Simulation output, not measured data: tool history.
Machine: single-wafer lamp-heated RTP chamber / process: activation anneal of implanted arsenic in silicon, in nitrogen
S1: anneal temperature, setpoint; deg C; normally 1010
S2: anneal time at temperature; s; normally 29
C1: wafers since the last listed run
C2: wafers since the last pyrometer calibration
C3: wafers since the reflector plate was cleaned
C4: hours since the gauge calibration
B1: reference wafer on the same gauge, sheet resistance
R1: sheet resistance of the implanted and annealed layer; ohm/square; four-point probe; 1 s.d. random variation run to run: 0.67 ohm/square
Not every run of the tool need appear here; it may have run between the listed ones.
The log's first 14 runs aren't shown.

run 15 hour=691.4 | S1=1010 S2=29 | C1=726 C2=3002 C3=3166 C4=1380.2 | B1=234.93 | R1=213.34
run 16 hour=727.7 | S1=1010 S2=29 | C1=402 C2=3404 C3=3569 C4=1416.5 | B1=234.91 | R1=212.37
-- hour=748.9 gauge calibrated
run 17 hour=756.3 | S1=1010 S2=29 | C1=317 C2=3722 C3=3887 C4=7.4 | B1=240.26 | R1=218.07
run 18 hour=790.4 | S1=1010 S2=29 | C1=378 C2=4100 C3=4265 C4=41.5 | B1=240.14 | R1=217.27
run 19 hour=820.6 | S1=1010 S2=38 | C1=335 C2=4435 C3=4600 C4=71.7 | B1=240.13 | R1=213.47
run 20 hour=853.4 | S1=1010 S2=29 | C1=364 C2=4800 C3=4964 C4=104.5 | B1=240.07 | R1=217.42
run 21 hour=921.2 | S1=993 S2=13 | C1=752 C2=5552 C3=5717 C4=172.3 | B1=239.98 | R1=230.74
run 22 hour=965 | S1=1010 S2=29 | C1=486 C2=6038 C3=6203 C4=216.1 | B1=239.98 | R1=217.14
run 23 hour=1022.2 | S1=1010 S2=42 | C1=634 C2=6673 C3=6838 C4=273.3 | B1=240.05 | R1=212.86
run 24 hour=1073.9 | S1=1010 S2=29 | C1=573 C2=7247 C3=7412 C4=325 | B1=239.81 | R1=217.3
run 25 hour=1109.2 | S1=1010 S2=29 | C1=391 C2=7639 C3=7804 C4=360.3 | B1=239.69 | R1=217.41
-- hour=1206.1 pyrometer window cleaned and pyrometer calibrated
run 26 hour=1270.8 | S1=987 S2=38 | C1=1704 C2=717 C3=9508 C4=521.9 | B1=239.47 | R1=221.75
run 27 hour=1321.2 | S1=992 S2=12 | C1=559 C2=1276 C3=10068 C4=572.3 | B1=239.21 | R1=232.66
run 28 hour=1363.5 | S1=1010 S2=13 | C1=469 C2=1746 C3=10537 C4=614.6 | B1=239.23 | R1=227.97
run 29 hour=1415.7 | S1=993 S2=46 | C1=579 C2=2325 C3=11117 C4=666.8 | B1=238.94 | R1=215.14
run 30 hour=1457.4 | S1=997 S2=16 | C1=462 C2=2788 C3=11579 C4=708.5 | B1=238.92 | R1=228.41
run 31 hour=1504.1 | S1=1029 S2=39 | C1=518 C2=3306 C3=12098 C4=755.2 | B1=238.78 | R1=205.11
-- hour=1528.8 reflector plate cleaned
run 32 hour=1545.2 | S1=988 S2=13 | C1=367 C2=3674 C3=182 C4=796.3 | B1=238.48 | R1=230.5
run 33 hour=1612.2 | S1=1010 S2=29 | C1=743 C2=4417 C3=925 C4=863.3 | B1=238.46 | R1=216.01
run 34 hour=1653.1 | S1=1024 S2=29 | C1=453 C2=4871 C3=1379 C4=904.2 | B1=238.24 | R1=211.08
run 35 hour=1724.6 | S1=993 S2=29 | C1=793 C2=5665 C3=2173 C4=975.7 | B1=237.88 | R1=221.55
run 36 hour=1761.9 | S1=985 S2=16 | C1=413 C2=6079 C3=2587 C4=1013 | B1=237.61 | R1=229.64
run 37 hour=1950.1 | S1=1010 S2=35 | C1=2088 C2=8168 C3=4676 C4=1201.2 | B1=236.58 | R1=211.57
-- hour=2007.1 pyrometer window cleaned and pyrometer calibrated
run 38 hour=2013 | S1=1032 S2=29 | C1=609 C2=65 C3=5285 C4=1264.1 | B1=236.27 | R1=207.37

Here are 3 independent what-if runs from the current tool condition. What would each one return?
run A hour=2013.4 | S1=1010 S2=29 | C1=4 C2=70 C3=5289 C4=1264.5 | B1=? | R1=?
run B hour=2013.4 | S1=1020 S2=15 | C1=4 C2=70 C3=5289 C4=1264.5 | B1=? | R1=?
run C hour=2013.4 | S1=982 S2=19 | C1=4 C2=70 C3=5289 C4=1264.5 | B1=? | R1=?

run=A B1=236.13 R1=213.6
run=B B1=236.13 R1=219.35
run=C B1=236.13 R1=226.51
What these runs would have given with no unlogged condition in the tool:
run=A R1=217.02
run=B R1=222.86
run=C R1=230.13
